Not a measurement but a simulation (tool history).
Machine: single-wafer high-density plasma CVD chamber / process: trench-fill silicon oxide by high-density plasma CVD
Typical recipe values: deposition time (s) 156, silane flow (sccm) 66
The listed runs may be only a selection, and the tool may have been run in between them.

run,hour,deposition time (s),silane flow (sccm),wafers since the last listed run,hours since the silane flow controller was replaced,hours since the gauge calibration,"read-back reference wafer on the same gauge, thickness_nm",mean film thickness on the monitor wafer (angstrom)
1,0,156,66,0,3531.6,322.7,1144.359,10852.89
2,20.5,156,66,194,3552.1,343.2,1145.057,10903.26
3,46.5,156,66,247,3578.1,369.2,1147.496,10964.46
4,76.9,156,66,289,3608.5,399.6,1147.839,10885.49
5,97.3,156,66,193,3628.9,420,1148.689,10885.57
6,111.2,156,66,132,3642.8,433.9,1148.455,10903.06
7,138.8,156,66,262,3670.4,461.5,1150.347,10909.85
8,151.7,156,66,122,3683.3,474.4,1151.019,10925.68
9,168.2,156,66,156,3699.8,490.9,1150.555,11010.95
10,184.2,156,66,152,3715.8,506.9,1151.869,10965.57
11,207.4,156,66,220,3739,530.1,1151.777,10973.3
12,225,156,66,167,3756.6,547.7,1152.703,11003.32
13,239.3,156,66,135,3770.9,562,1153.273,10984.39
14,264.3,156,66,237,3795.9,587,1153.786,10978.02
15,293.9,156,66,281,3825.5,616.6,1157.82,11041.49
16,327.3,156,66,317,3858.9,650,1157.069,11024.06
17,348,156,66,196,3879.6,670.7,1159.132,11040.86
18,366.5,132,58,175,3898.1,689.2,1158.855,8210.59
19,422.6,156,55,533,3954.2,745.3,1161.991,9230.98
20,456.8,156,66,325,3988.4,779.5,1165.393,11056.26
21,491.3,156,66,328,4022.9,814,1166.809,11095.31
22,523.4,183,61,305,4055,846.1,1168.557,12061.43
# hour 528.9: gauge calibrated
23,536.1,175,61,120,4067.7,7.2,1137.244,11215.33
24,555.9,156,66,188,4087.5,27,1136.434,10812.31
25,591.8,156,66,341,4123.4,62.9,1136.596,10856.21
26,617.8,134,56,247,4149.4,88.9,1137.413,7898.96
# hour 631.9: silane flow controller replaced
27,632.4,177,76,62,0.5,103.5,1135.961,14193.92
28,653,156,66,195,21.1,124.1,1137.975,10783.4
29,667.2,156,66,135,35.3,138.3,1136.809,10800.04
30,698.6,171,59,298,66.7,169.7,1136.086,10604.09
31,710.7,156,66,115,78.8,181.8,1138.054,10800.87
32,722.9,156,61,115,91,194,1137.118,10050.32
33,754.6,138,66,301,122.7,225.7,1138.133,9600.93
34,770.9,140,62,154,139,242,1138.126,9105.56
35,805.6,156,78,329,173.7,276.7,1139.822,12782.74

What was the tool's hidden state at every run in the log?
delivered silane flow above the setpoint (%): 0 across all the runs
H1: gauge reads high (%)
run,H1
1,0.465
2,0.511
3,0.575
4,0.654
5,0.712
6,0.752
7,0.837
8,0.878
9,0.932
10,0.987
11,1.07
12,1.13
13,1.19
14,1.29
15,1.41
16,1.55
17,1.65
18,1.73
19,2.01
20,2.19
21,2.37
22,2.56
23,-0.332
24,-0.33
25,-0.319
26,-0.305
27,-0.296
28,-0.28
29,-0.267
30,-0.234
31,-0.219
32,-0.204
33,-0.158
34,-0.132
35,-0.0707
